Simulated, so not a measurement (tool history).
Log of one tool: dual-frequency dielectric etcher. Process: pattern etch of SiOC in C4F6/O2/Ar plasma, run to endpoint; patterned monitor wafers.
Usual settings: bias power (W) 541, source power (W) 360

run   hour  bias power (W)  source power (W)  incoming incoming film thickness, nm  endpoint time (s)
  1      0             541               360                                 38.49               11.9
  2   58.7             507               390                                 38.62               11.6
     194.6  -- wet clean of the chamber
  3  265.3             507               390                                 38.23               11.7
  4  307.6             507               390                                 37.99               11.6
  5  359.9             541               360                                 38.62               12.1
  6  426.8             541               360                                 38.59               11.9
  7  480.9             541               360                                 38.48               11.9
     514.9  -- bias power generator calibrated
  8  526.4             496               360                                 38.61               12.2
  9  607.8             496               360                                 38.42               11.9
 10    640             541               360                                 38.65               11.7
 11  679.8             673               270                                 38.77               12.9

Run 12 comes next. What will it give?
     713.4  -- upper electrode replaced
     728.2  -- wet clean of the chamber
     737.7  -- source power generator calibrated
 12  749.5             436               430                                 38.54                  ?

{"run 12": {"endpoint time (s)": 11.9}}
With the hidden condition absent and the run-to-run variation left alone, this run would have shown endpoint time (s) 11.9.

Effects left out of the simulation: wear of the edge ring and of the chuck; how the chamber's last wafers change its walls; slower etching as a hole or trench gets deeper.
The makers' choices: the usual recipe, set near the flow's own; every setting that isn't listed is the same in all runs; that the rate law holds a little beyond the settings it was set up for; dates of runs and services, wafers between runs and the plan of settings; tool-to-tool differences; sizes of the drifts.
